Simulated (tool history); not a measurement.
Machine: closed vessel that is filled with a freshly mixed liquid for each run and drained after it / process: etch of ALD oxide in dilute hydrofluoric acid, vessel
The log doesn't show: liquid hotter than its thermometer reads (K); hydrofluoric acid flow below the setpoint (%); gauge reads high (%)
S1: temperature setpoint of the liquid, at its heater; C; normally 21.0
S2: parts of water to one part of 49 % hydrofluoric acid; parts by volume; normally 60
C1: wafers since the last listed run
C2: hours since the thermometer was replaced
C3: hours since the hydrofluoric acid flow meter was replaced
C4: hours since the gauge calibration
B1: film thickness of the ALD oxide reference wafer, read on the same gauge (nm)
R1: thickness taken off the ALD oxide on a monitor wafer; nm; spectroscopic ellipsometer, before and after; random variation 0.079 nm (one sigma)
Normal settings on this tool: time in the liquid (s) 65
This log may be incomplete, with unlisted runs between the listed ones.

run 1 hour=0.0 | S1=21.0 S2=60 time_in_the_liquid_(s)=35 | C1=0 C2=903.8 C3=1067.6 C4=3088.4 | B1=59.98 | R1=10.01
run 2 hour=71.0 | S1=21.0 S2=60 time_in_the_liquid_(s)=65 | C1=9268 C2=974.8 C3=1138.6 C4=3159.4 | B1=59.97 | R1=18.67
-- hour=215.8 hydrofluoric acid flow meter replaced
run 3 hour=333.8 | S1=18.5 S2=60 time_in_the_liquid_(s)=65 | C1=34176 C2=1237.6 C3=118.0 C4=3422.2 | B1=60.00 | R1=16.97
run 4 hour=435.7 | S1=18.5 S2=60 time_in_the_liquid_(s)=65 | C1=13302 C2=1339.5 C3=219.9 C4=3524.1 | B1=59.99 | R1=17.15
-- hour=452.2 thermometer replaced
run 5 hour=502.7 | S1=18.5 S2=60 time_in_the_liquid_(s)=65 | C1=8615 C2=50.5 C3=286.9 C4=3591.1 | B1=60.00 | R1=18.01
run 6 hour=561.9 | S1=21.0 S2=60 time_in_the_liquid_(s)=50 | C1=7728 C2=109.7 C3=346.1 C4=3650.3 | B1=60.01 | R1=15.23
run 7 hour=666.4 | S1=21.0 S2=60 time_in_the_liquid_(s)=50 | C1=13641 C2=214.2 C3=450.6 C4=3754.8 | B1=59.99 | R1=15.24
run 8 hour=731.1 | S1=21.0 S2=60 time_in_the_liquid_(s)=50 | C1=8446 C2=278.9 C3=515.3 C4=3819.5 | B1=60.01 | R1=15.27
run 9 hour=779.7 | S1=19.5 S2=60 time_in_the_liquid_(s)=65 | C1=6344 C2=327.5 C3=563.9 C4=3868.1 | B1=60.01 | R1=18.87
run 10 hour=849.5 | S1=19.5 S2=60 time_in_the_liquid_(s)=65 | C1=9111 C2=397.3 C3=633.7 C4=3937.9 | B1=60.00 | R1=18.77
run 11 hour=897.5 | S1=19.5 S2=60 time_in_the_liquid_(s)=65 | C1=6266 C2=445.3 C3=681.7 C4=3985.9 | B1=60.01 | R1=18.78
-- hour=926.7 gauge calibrated
run 12 hour=998.6 | S1=21.0 S2=60 time_in_the_liquid_(s)=65 | C1=13197 C2=546.4 C3=782.8 C4=71.9 | B1=59.98 | R1=20.19
run 13 hour=1088.3 | S1=21.0 S2=45 time_in_the_liquid_(s)=50 | C1=11709 C2=636.1 C3=872.5 C4=161.6 | B1=60.02 | R1=21.14
run 14 hour=1127.4 | S1=21.0 S2=45 time_in_the_liquid_(s)=50 | C1=5104 C2=675.2 C3=911.6 C4=200.7 | B1=60.00 | R1=21.21
-- hour=1183.7 thermometer replaced, repeated, since the last time left the tool worse
run 15 hour=1196.4 | S1=21.0 S2=45 time_in_the_liquid_(s)=50 | C1=8876 C2=12.7 C3=980.6 C4=269.7 | B1=60.00 | R1=18.93
run 16 hour=1241.2 | S1=17.0 S2=85 time_in_the_liquid_(s)=65 | C1=5848 C2=57.5 C3=1025.4 C4=314.5 | B1=60.00 | R1=10.44
run 17 hour=1285.0 | S1=19.5 S2=35 time_in_the_liquid_(s)=65 | C1=5717 C2=101.3 C3=1069.2 C4=358.3 | B1=60.01 | R1=30.13
-- hour=1333.5 hydrofluoric acid flow meter replaced
run 18 hour=1350.6 | S1=21.0 S2=60 time_in_the_liquid_(s)=65 | C1=8433 C2=166.9 C3=17.1 C4=423.9 | B1=60.01 | R1=18.10
run 19 hour=1439.0 | S1=17.0 S2=50 time_in_the_liquid_(s)=65 | C1=11540 C2=255.3 C3=105.5 C4=512.3 | B1=60.01 | R1=18.78
run 20 hour=1522.8 | S1=21.0 S2=40 time_in_the_liquid_(s)=95 | C1=10939 C2=339.1 C3=189.3 C4=596.1 | B1=60.00 | R1=40.71
run 21 hour=1623.8 | S1=17.0 S2=60 time_in_the_liquid_(s)=55 | C1=13184 C2=440.1 C3=290.3 C4=697.1 | B1=60.01 | R1=13.07
run 22 hour=1725.8 | S1=21.0 S2=60 time_in_the_liquid_(s)=65 | C1=13315 C2=542.1 C3=392.3 C4=799.1 | B1=60.01 | R1=18.43
run 23 hour=1831.9 | S1=21.0 S2=60 time_in_the_liquid_(s)=65 | C1=13850 C2=648.2 C3=498.4 C4=905.2 | B1=60.00 | R1=18.60
run 24 hour=1873.1 | S1=19.5 S2=35 time_in_the_liquid_(s)=65 | C1=5378 C2=689.4 C3=539.6 C4=946.4 | B1=60.01 | R1=30.81
run 25 hour=1928.4 | S1=17.0 S2=75 time_in_the_liquid_(s)=65 | C1=7219 C2=744.7 C3=594.9 C4=1001.7 | B1=60.00 | R1=12.36
run 26 hour=2004.0 | S1=21.0 S2=45 time_in_the_liquid_(s)=50 | C1=9869 C2=820.3 C3=670.5 C4=1077.3 | B1=60.00 | R1=19.56
run 27 hour=2092.7 | S1=18.0 S2=45 time_in_the_liquid_(s)=90 | C1=11579 C2=909.0 C3=759.2 C4=1166.0 | B1=60.02 | R1=31.25
run 28 hour=2173.8 | S1=17.5 S2=75 time_in_the_liquid_(s)=30 | C1=10587 C2=990.1 C3=840.3 C4=1247.1 | B1=59.98 | R1=5.92
run 29 hour=2235.9 | S1=23.0 S2=45 time_in_the_liquid_(s)=65 | C1=8106 C2=1052.2 C3=902.4 C4=1309.2 | B1=60.02 | R1=27.90
run 30 hour=2332.9 | S1=21.0 S2=60 time_in_the_liquid_(s)=90 | C1=12662 C2=1149.2 C3=999.4 C4=1406.2 | B1=59.99 | R1=26.51
run 31 hour=2386.6 | S1=21.0 S2=45 time_in_the_liquid_(s)=65 | C1=7010 C2=1202.9 C3=1053.1 C4=1459.9 | B1=60.01 | R1=25.69
run 32 hour=2474.3 | S1=18.5 S2=90 time_in_the_liquid_(s)=90 | C1=11448 C2=1290.6 C3=1140.8 C4=1547.6 | B1=59.98 | R1=15.26
-- hour=2497.7 thermometer replaced
-- hour=2656.2 hydrofluoric acid flow meter replaced
run 33 hour=2700.9 | S1=21.0 S2=60 time_in_the_liquid_(s)=65 | C1=29320 C2=203.2 C3=44.7 C4=1774.2 | B1=59.99 | R1=18.07
run 34 hour=2763.8 | S1=25.5 S2=60 time_in_the_liquid_(s)=105 | C1=8211 C2=266.1 C3=107.6 C4=1837.1 | B1=60.00 | R1=35.27
run 35 hour=2848.2 | S1=21.0 S2=60 time_in_the_liquid_(s)=65 | C1=11017 C2=350.5 C3=192.0 C4=1921.5 | B1=60.02 | R1=18.33

The tool's hidden state at each run:
hydrofluoric acid flow below the setpoint (%): 0, the same for each run
gauge reads high (%): 0, the same for each run
H1: liquid hotter than its thermometer reads (K)
run=1 H1=0.937
run=2 H1=1.01
run=3 H1=1.27
run=4 H1=1.38
run=5 H1=2.35
run=6 H1=2.41
run=7 H1=2.51
run=8 H1=2.58
run=9 H1=2.63
run=10 H1=2.7
run=11 H1=2.75
run=12 H1=2.85
run=13 H1=2.94
run=14 H1=2.98
run=15 H1=0.172
run=16 H1=0.218
run=17 H1=0.262
run=18 H1=0.328
run=19 H1=0.418
run=20 H1=0.502
run=21 H1=0.604
run=22 H1=0.707
run=23 H1=0.815
run=24 H1=0.856
run=25 H1=0.912
run=26 H1=0.988
run=27 H1=1.08
run=28 H1=1.16
run=29 H1=1.22
run=30 H1=1.32
run=31 H1=1.37
run=32 H1=1.46
run=33 H1=0.341
run=34 H1=0.404
run=35 H1=0.49
